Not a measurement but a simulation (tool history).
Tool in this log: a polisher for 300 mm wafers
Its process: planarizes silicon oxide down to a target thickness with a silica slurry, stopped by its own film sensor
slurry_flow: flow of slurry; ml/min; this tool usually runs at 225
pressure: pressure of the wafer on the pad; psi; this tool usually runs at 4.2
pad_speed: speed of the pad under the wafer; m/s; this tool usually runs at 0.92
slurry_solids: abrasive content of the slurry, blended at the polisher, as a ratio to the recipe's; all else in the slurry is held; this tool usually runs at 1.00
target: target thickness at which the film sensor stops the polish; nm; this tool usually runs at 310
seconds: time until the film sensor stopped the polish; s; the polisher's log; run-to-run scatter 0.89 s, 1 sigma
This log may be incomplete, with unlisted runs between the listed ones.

run    hour  slurry_flow  pressure  pad_speed  slurry_solids  target  wafers since the last listed run  wafers polished on this pad  hours since the slurry nozzle was cleaned  hours since the head pressure was calibrated  hours since the slurry blender was calibrated  hours since the conditioning disc was replaced  incoming thickness of the incoming film, nm  seconds
  1     0.0          225       4.2       0.92           1.00     310                                 0                         1824                                      310.2                                        1105.2                                          121.1                                           190.9                                        566.7     98.6
  2    69.9          225       4.2       0.92           1.00     310                               415                         2239                                      380.1                                        1175.1                                          191.0                                           260.8                                        554.0     93.3
      115.5  -- worn pad replaced by a new one
      152.2  -- head pressure recalibrated
  3   152.7          225       4.7       0.92           1.00     310                               456                          209                                      462.9                                           0.5                                          273.8                                           343.6                                        548.5     85.5
      209.7  -- conditioning disc replaced and pad reconditioned
  4   210.9          225       4.2       0.92           1.00     310                               334                          543                                      521.1                                          58.7                                          332.0                                             1.2                                        553.0     96.7
      300.1  -- slurry blender recalibrated
  5   301.9          225       4.2       0.92           1.00     310                               529                         1072                                      612.1                                         149.7                                            1.8                                            92.2                                        559.1     87.0
  6   365.3          225       4.2       0.92           1.00     310                               376                         1449                                      675.5                                         213.1                                           65.2                                           155.6                                        561.6     92.5
  7   402.9          225       4.2       0.92           1.10     310                               223                         1672                                      713.1                                         250.7                                          102.8                                           193.2                                        559.6     90.1
      418.5  -- slurry nozzle cleaned
  8   471.0          225       4.2       0.92           1.10     310                               398                         2071                                       52.5                                         318.8                                          170.9                                           261.3                                        560.9     93.0
  9   523.0          225       4.2       0.92           1.10     310                               309                         2381                                      104.5                                         370.8                                          222.9                                           313.3                                        554.9     89.9
      555.5  -- worn pad replaced by a new one
 10   585.5          225       4.2       0.92           1.00     310                               347                          178                                      167.0                                         433.3                                          285.4                                           375.8                                        564.7    100.3
      609.8  -- conditioning disc replaced and pad reconditioned
 11   687.9          225       4.2       0.92           1.00     310                               596                          775                                      269.4                                         535.7                                          387.8                                            78.1                                        555.1     98.0
 12   748.5          225       4.2       0.92           1.00     310                               360                         1135                                      330.0                                         596.3                                          448.4                                           138.7                                        558.1     98.6
      796.2  -- slurry blender recalibrated
 13   843.0          225       4.2       1.10           1.00     342                               549                         1685                                      424.5                                         690.8                                           46.8                                           233.2                                        551.1     66.6
 14   923.3          225       4.2       0.92           1.00     310                               477                         2162                                      504.8                                         771.1                                          127.1                                           313.5                                        551.8     91.0
      989.8  -- conditioning disc replaced and pad reconditioned
 15  1003.0          225       4.2       0.92           1.00     310                               461                         2624                                      584.5                                         850.8                                          206.8                                            13.2                                        560.9     98.0
     1025.1  -- slurry nozzle cleaned
     1027.9  -- worn pad replaced by a new one
 16  1110.9          225       4.2       0.70           1.00     354                               618                          493                                       85.8                                         958.7                                          314.7                                           121.1                                        559.0     99.1
 17  1193.0          255       4.2       0.92           1.30     310                               488                          981                                      167.9                                        1040.8                                          396.8                                           203.2                                        562.9     90.0
 18  1283.2          225       4.2       0.92           1.00     310                               536                         1517                                      258.1                                        1131.0                                          487.0                                           293.4                                        561.9    100.5
     1336.6  -- slurry blender recalibrated
     1382.1  -- conditioning disc replaced and pad reconditioned
 19  1413.1          225       4.2       1.14           1.20     310                               748                         2266                                      388.0                                        1260.9                                           76.5                                            31.0                                        559.1     71.8
     1438.2  -- worn pad replaced by a new one
     1579.1  -- head pressure recalibrated
 20  1712.1          225       4.2       1.22           1.00     247                              1742                         1616                                      687.0                                         133.0                                          375.5                                           330.0                                        562.6    100.5
 21  1772.1          225       4.2       0.92           1.00     310                               356                         1973                                      747.0                                         193.0                                          435.5                                           390.0                                        564.5    102.2
     1780.5  -- slurry nozzle cleaned
 22  1827.8          225       4.2       0.60           1.00     272                               325                         2298                                       47.3                                         248.7                                          491.2                                           445.7                                        555.6    160.0
     1861.6  -- slurry blender recalibrated
     1875.8  -- conditioning disc replaced and pad reconditioned
 23  1922.0          150       4.2       1.06           1.00     310                               536                         2835                                      141.5                                         342.9                                           60.4                                            46.2                                        560.7     84.8
     1935.1  -- worn pad replaced by a new one
 24  2016.7          280       4.2       0.92           1.00     310                               539                          485                                      236.2                                         437.6                                          155.1                                           140.9                                        560.1     93.0
 25  2053.5          225       4.2       0.92           1.00     310                               218                          703                                      273.0                                         474.4                                          191.9                                           177.7                                        552.3     92.3
 26  2127.8          245       4.2       0.92           0.85     310                               441                         1145                                      347.3                                         548.7                                          266.2                                           252.0                                        566.9    103.9

3 options for the next run, each taken on its own from the tool as it stands now. Forecast them:
  A  2128.3          225       4.2       0.92           1.00     310                                 2                         1148                                      347.8                                         549.2                                          266.7                                           252.5                                        554.8        ?
  B  2128.3          290       4.2       0.92           1.00     310                                 2                         1148                                      347.8                                         549.2                                          266.7                                           252.5                                        554.8        ?
  C  2128.3          270       4.8       1.10           1.00     310                                 2                         1148                                      347.8                                         549.2                                          266.7                                           252.5                                        554.8        ?

run  seconds
  A     95.6
  B     92.9
  C     72.8
Without the tool's unlogged condition, the same runs would have read:
run  seconds
  A     86.0
  B     83.6
  C     65.6

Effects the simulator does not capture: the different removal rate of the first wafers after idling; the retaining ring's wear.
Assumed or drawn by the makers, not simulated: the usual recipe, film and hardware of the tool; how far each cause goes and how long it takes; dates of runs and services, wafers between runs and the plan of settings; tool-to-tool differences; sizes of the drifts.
